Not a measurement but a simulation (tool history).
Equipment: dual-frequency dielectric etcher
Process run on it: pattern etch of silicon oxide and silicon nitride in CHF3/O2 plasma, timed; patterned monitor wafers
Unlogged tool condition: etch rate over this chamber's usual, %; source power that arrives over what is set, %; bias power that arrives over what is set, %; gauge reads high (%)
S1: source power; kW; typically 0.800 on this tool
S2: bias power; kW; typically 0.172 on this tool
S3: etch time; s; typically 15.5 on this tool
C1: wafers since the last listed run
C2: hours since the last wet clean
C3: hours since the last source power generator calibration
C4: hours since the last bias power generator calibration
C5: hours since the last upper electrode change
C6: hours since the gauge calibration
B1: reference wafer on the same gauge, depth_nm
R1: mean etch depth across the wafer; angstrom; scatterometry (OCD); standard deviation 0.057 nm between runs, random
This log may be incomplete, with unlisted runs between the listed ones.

| run | day | S1 | S2 | S3 | C1 | C2 | C3 | C4 | C5 | C6 | B1 | R1 |
|---|---|---|---|---|---|---|---|---|---|---|---|---|
| 1 | 0.000 | 0.800 | 0.172 | 15.5 | 0 | 199.3 | 1931.0 | 2866.0 | 3665.4 | 1364.7 | 28.00 | 234.4 |
| 2 | 2.275 | 0.800 | 0.172 | 15.5 | 961 | 253.9 | 1985.6 | 2920.6 | 3720.0 | 1419.3 | 28.00 | 234.7 |
| 3 | 4.179 | 0.740 | 0.172 | 12.5 | 804 | 299.6 | 2031.3 | 2966.3 | 3765.7 | 1465.0 | 27.98 | 182.1 |
| 4 | 8.254 | 0.800 | 0.163 | 15.5 | 1721 | 397.4 | 2129.1 | 3064.1 | 3863.5 | 1562.8 | 28.01 | 229.4 |
| 5 | 10.658 | 0.800 | 0.163 | 15.5 | 1015 | 455.1 | 2186.8 | 3121.8 | 3921.2 | 1620.5 | 27.99 | 228.9 |
|  | 14.996 | wet clean of the chamber |
| 6 | 15.017 | 0.800 | 0.172 | 15.5 | 1418 | 0.5 | 2291.4 | 3226.4 | 4025.8 | 1725.1 | 28.00 | 235.5 |
| 7 | 17.792 | 0.800 | 0.172 | 15.5 | 1172 | 67.1 | 2358.0 | 3293.0 | 4092.4 | 1791.7 | 28.00 | 233.6 |
| 8 | 20.408 | 0.800 | 0.172 | 15.5 | 1105 | 129.9 | 2420.8 | 3355.8 | 4155.2 | 1854.5 | 28.00 | 235.2 |
| 9 | 24.325 | 0.730 | 0.186 | 15.5 | 1654 | 223.9 | 2514.8 | 3449.8 | 4249.2 | 1948.5 | 28.01 | 231.2 |
| 10 | 28.638 | 0.730 | 0.186 | 15.5 | 1821 | 327.4 | 2618.3 | 3553.3 | 4352.7 | 2052.0 | 28.00 | 230.9 |
|  | 35.358 | bias power generator calibrated |
| 11 | 37.992 | 0.800 | 0.172 | 15.5 | 3881 | 551.9 | 2842.8 | 63.2 | 4577.2 | 2276.5 | 28.02 | 240.6 |
|  | 39.675 | wet clean of the chamber |
| 12 | 41.500 | 0.800 | 0.172 | 15.5 | 1059 | 43.8 | 2927.0 | 147.4 | 4661.4 | 2360.7 | 28.00 | 239.5 |
| 13 | 43.808 | 0.800 | 0.172 | 15.5 | 975 | 99.2 | 2982.4 | 202.8 | 4716.8 | 2416.1 | 28.00 | 239.5 |
| 14 | 46.662 | 0.800 | 0.172 | 15.5 | 1205 | 167.7 | 3050.9 | 271.3 | 4785.3 | 2484.6 | 28.01 | 239.2 |
| 15 | 49.617 | 0.800 | 0.172 | 15.5 | 1248 | 238.6 | 3121.8 | 342.2 | 4856.2 | 2555.5 | 28.00 | 239.6 |

Run 16, settings as shown, results not yet in. Your forecast:
| 16 | 51.929 | 0.730 | 0.205 | 14.0 | 976 | 294.1 | 3177.3 | 397.7 | 4911.7 | 2611.0 | ? | ? |

For run 16 the tool returned B1 27.98, R1 220.7 angstrom.
Had the tool carried no hidden state, the very same run would have given R1 221.6 angstrom.
